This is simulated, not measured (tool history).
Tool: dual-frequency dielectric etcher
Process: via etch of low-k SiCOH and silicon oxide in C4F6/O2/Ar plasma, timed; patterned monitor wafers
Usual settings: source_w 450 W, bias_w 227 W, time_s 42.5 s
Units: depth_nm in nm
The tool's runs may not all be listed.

run	hour	source_w	bias_w	time_s	wafers since the last listed run	hours since the last wet clean	hours since the last source power generator calibration	hours since the last bias power generator calibration	hours since the last upper electrode change	hours since the gauge calibration	read-back reference wafer on the same gauge, depth_nm	depth_nm
1	0	450	227	38.5	0	443.8	1760.1	1551.4	3876.9	1076.2	105.8	110.9
2	44.6	450	227	42.5	390	488.4	1804.7	1596	3921.5	1120.8	105.8	121.6
# hour 98.3: upper electrode replaced
3	99	450	227	42.5	266	542.8	1859.1	1650.4	0.7	1175.2	105.9	121.8
4	123.5	450	227	42.5	214	567.3	1883.6	1674.9	25.2	1199.7	105.9	121.9
# hour 209.2: wet clean of the chamber
5	209.7	450	227	42.5	545	0.5	1969.8	1761.1	111.4	1285.9	106	122.4
6	254.6	450	227	42.5	393	45.4	2014.7	1806	156.3	1330.8	106.1	122.3
# hour 280.6: bias power generator calibrated
7	295.5	450	227	42.5	323	86.3	2055.6	14.9	197.2	1371.7	106.2	122.1
8	344.2	450	227	42.5	426	135	2104.3	63.6	245.9	1420.4	106.2	122.3
9	395.4	450	227	34.5	448	186.2	2155.5	114.8	297.1	1471.6	106.3	99.6
# hour 429.7: source power generator calibrated
10	468	510	199	34	601	258.8	38.3	187.4	369.7	1544.2	106.5	100.5
11	535.6	500	227	47.5	592	326.4	105.9	255	437.3	1611.8	106.5	145.7
12	574.7	370	227	33	342	365.5	145	294.1	476.4	1650.9	106.6	84
13	608.6	450	227	42.5	297	399.4	178.9	328	510.3	1684.8	106.6	123
14	635.9	450	227	42.5	239	426.7	206.2	355.3	537.6	1712.1	106.7	122.8
15	677.8	370	227	33	367	468.6	248.1	397.2	579.5	1754	106.9	84.3
16	736.7	370	227	33	516	527.5	307	456.1	638.4	1812.9	106.8	84.1
# hour 793.4: wet clean of the chamber
17	793.9	400	210	34	290	0.5	364.2	513.3	695.6	1870.1	106.9	88.7
# hour 811: gauge calibrated
18	832.1	400	201	30.5	334	38.7	402.4	551.5	733.8	21.1	105.3	77.2
19	901.8	450	227	42.5	610	108.4	472.1	621.2	803.5	90.8	105.4	121
20	953.6	450	227	42.5	453	160.2	523.9	673	855.3	142.6	105.4	121.1
21	1050.3	400	242	37.5	847	256.9	620.6	769.7	952	239.3	105.4	101.9
22	1117.7	450	227	52.5	590	324.3	688	837.1	1019.4	306.7	105.5	149.3
23	1159.7	450	227	34	368	366.3	730	879.1	1061.4	348.7	105.5	97.1
24	1213	400	192	38	467	419.6	783.3	932.4	1114.7	402	105.5	94.3
25	1246.5	350	273	51.5	293	453.1	816.8	965.9	1148.2	435.5	105.4	133.7
# hour 1292.5: wet clean of the chamber
26	1293	490	207	42.5	197	0.5	863.3	1012.4	1194.7	482	105.5	123.2
27	1323.8	530	263	30	269	31.3	894.1	1043.2	1225.5	512.8	105.5	100.1
28	1394.2	450	227	42.5	616	101.7	964.5	1113.6	1295.9	583.2	105.6	121.6
29	1425.7	450	227	52.5	276	133.2	996	1145.1	1327.4	614.7	105.6	150.8
30	1482	550	258	50.5	493	189.5	1052.3	1201.4	1383.7	671	105.7	170.4

4 ways to go on from here, each from the tool as it stands after run 30. What would each give?
A	1482.4	450	185	42.5	3	189.9	1052.7	1201.8	1384.1	671.4	?	?
B	1482.4	520	201	33.5	3	189.9	1052.7	1201.8	1384.1	671.4	?	?
C	1482.4	550	276	42.5	3	189.9	1052.7	1201.8	1384.1	671.4	?	?
D	1482.4	410	201	51.5	3	189.9	1052.7	1201.8	1384.1	671.4	?	?

run	read-back reference wafer on the same gauge, depth_nm	depth_nm
A	105.6	112.6
B	105.6	99.8
C	105.6	147.1
D	105.6	132.6
Without the tool's hidden state the same runs would have given:
run	depth_nm
A	111.9
B	99.2
C	146.2
D	131.8

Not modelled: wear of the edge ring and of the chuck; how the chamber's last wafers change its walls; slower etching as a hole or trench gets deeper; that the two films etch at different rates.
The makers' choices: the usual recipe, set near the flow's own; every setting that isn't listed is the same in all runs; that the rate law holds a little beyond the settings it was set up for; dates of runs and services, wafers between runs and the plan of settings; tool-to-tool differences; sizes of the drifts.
